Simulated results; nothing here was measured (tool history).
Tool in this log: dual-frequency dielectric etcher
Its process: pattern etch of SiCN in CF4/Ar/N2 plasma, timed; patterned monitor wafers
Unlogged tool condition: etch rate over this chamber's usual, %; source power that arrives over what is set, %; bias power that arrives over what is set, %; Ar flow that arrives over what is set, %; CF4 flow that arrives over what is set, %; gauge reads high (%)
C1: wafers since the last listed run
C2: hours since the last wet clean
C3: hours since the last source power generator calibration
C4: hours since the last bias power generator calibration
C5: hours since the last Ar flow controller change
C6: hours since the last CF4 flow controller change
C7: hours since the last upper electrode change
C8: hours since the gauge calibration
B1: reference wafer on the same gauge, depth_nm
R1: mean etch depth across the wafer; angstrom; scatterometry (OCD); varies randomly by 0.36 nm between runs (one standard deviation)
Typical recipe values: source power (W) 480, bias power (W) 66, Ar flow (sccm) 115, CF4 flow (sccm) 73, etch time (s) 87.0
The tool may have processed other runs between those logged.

Run 1, hour 0.0: usual settings; C1 0; C2 0.5; C3 3845.2; C4 3577.0; C5 99.3; C6 85.5; C7 2013.6; C8 1227.5; B1 82.2. Result: R1 702 angstrom.
Run 2, hour 33.7: usual settings; C1 289; C2 34.2; C3 3878.9; C4 3610.7; C5 133.0; C6 119.2; C7 2047.3; C8 1261.2; B1 82.3. Result: R1 702 angstrom.
At hour 44.3: bias power generator calibrated.
Run 3, hour 59.2: usual settings but bias power (W) 71, etch time (s) 77.5; C1 184; C2 59.7; C3 3904.4; C4 14.9; C5 158.5; C6 144.7; C7 2072.8; C8 1286.7; B1 82.1. Result: R1 639 angstrom.
Run 4, hour 124.1: usual settings; C1 557; C2 124.6; C3 3969.3; C4 79.8; C5 223.4; C6 209.6; C7 2137.7; C8 1351.6; B1 82.0. Result: R1 708 angstrom.
Run 5, hour 183.1: usual settings; C1 506; C2 183.6; C3 4028.3; C4 138.8; C5 282.4; C6 268.6; C7 2196.7; C8 1410.6; B1 82.1. Result: R1 709 angstrom.
Run 6, hour 215.8: usual settings; C1 280; C2 216.3; C3 4061.0; C4 171.5; C5 315.1; C6 301.3; C7 2229.4; C8 1443.3; B1 82.1. Result: R1 708 angstrom.
Run 7, hour 283.3: usual settings but source power (W) 370, CF4 flow (sccm) 58; C1 579; C2 283.8; C3 4128.5; C4 239.0; C5 382.6; C6 368.8; C7 2296.9; C8 1510.8; B1 81.8. Result: R1 513 angstrom.
Run 8, hour 324.4: usual settings but source power (W) 440, CF4 flow (sccm) 81, etch time (s) 104.0; C1 353; C2 324.9; C3 4169.6; C4 280.1; C5 423.7; C6 409.9; C7 2338.0; C8 1551.9; B1 82.2. Result: R1 785 angstrom.
At hour 350.1: gauge calibrated.
Run 9, hour 365.0: usual settings but source power (W) 360, bias power (W) 79; C1 348; C2 365.5; C3 4210.2; C4 320.7; C5 464.3; C6 450.5; C7 2378.6; C8 14.9; B1 82.0. Result: R1 551 angstrom.
At hour 481.0: wet clean of the chamber.
At hour 502.9: source power generator calibrated.
Run 10, hour 537.7: usual settings but Ar flow (sccm) 139, etch time (s) 71.5; C1 1243; C2 56.7; C3 34.8; C4 493.4; C5 637.0; C6 623.2; C7 2551.3; C8 187.6; B1 82.3. Result: R1 596 angstrom.
At hour 749.1: upper electrode replaced.
Run 11, hour 749.6: usual settings; C1 1614; C2 268.6; C3 246.7; C4 705.3; C5 848.9; C6 835.1; C7 0.5; C8 399.5; B1 81.9. Result: R1 749 angstrom.
Run 12, hour 770.3: usual settings but source power (W) 410, bias power (W) 62; C1 177; C2 289.3; C3 267.4; C4 726.0; C5 869.6; C6 855.8; C7 21.2; C8 420.2; B1 82.0. Result: R1 624 angstrom.
Run 13, hour 809.7: usual settings but source power (W) 390, Ar flow (sccm) 92; C1 338; C2 328.7; C3 306.8; C4 765.4; C5 909.0; C6 895.2; C7 60.6; C8 459.6; B1 82.2. Result: R1 616 angstrom.
Run 14, hour 859.7: usual settings but source power (W) 530, CF4 flow (sccm) 61; C1 429; C2 378.7; C3 356.8; C4 815.4; C5 959.0; C6 945.2; C7 110.6; C8 509.6; B1 82.0. Result: R1 801 angstrom.
At hour 908.3: wet clean of the chamber.
Run 15, hour 916.2: usual settings; C1 279; C2 7.9; C3 413.3; C4 871.9; C5 1015.5; C6 1001.7; C7 167.1; C8 566.1; B1 81.9. Result: R1 738 angstrom.
Run 16, hour 1011.5: usual settings; C1 818; C2 103.2; C3 508.6; C4 967.2; C5 1110.8; C6 1097.0; C7 262.4; C8 661.4; B1 82.1. Result: R1 745 angstrom.
Run 17, hour 1076.9: usual settings but source power (W) 390, Ar flow (sccm) 92; C1 561; C2 168.6; C3 574.0; C4 1032.6; C5 1176.2; C6 1162.4; C7 327.8; C8 726.8; B1 82.0. Result: R1 613 angstrom.
Run 18, hour 1259.8: usual settings but source power (W) 560, CF4 flow (sccm) 59, etch time (s) 95.0; C1 1571; C2 351.5; C3 756.9; C4 1215.5; C5 1359.1; C6 1345.3; C7 510.7; C8 909.7; B1 82.2. Result: R1 924 angstrom.

Expected results for the next run?
At hour 1290.8: wet clean of the chamber.
Run 19, hour 1291.3: usual settings but CF4 flow (sccm) 81; C1 64; C2 0.5; C3 788.4; C4 1247.0; C5 1390.6; C6 1376.8; C7 542.2; C8 941.2; B1 ?. Result: R1 ?.

B1: 82.1
R1: 747 angstrom
Minus the tool's unlogged condition, the same run would have read R1 749 angstrom.

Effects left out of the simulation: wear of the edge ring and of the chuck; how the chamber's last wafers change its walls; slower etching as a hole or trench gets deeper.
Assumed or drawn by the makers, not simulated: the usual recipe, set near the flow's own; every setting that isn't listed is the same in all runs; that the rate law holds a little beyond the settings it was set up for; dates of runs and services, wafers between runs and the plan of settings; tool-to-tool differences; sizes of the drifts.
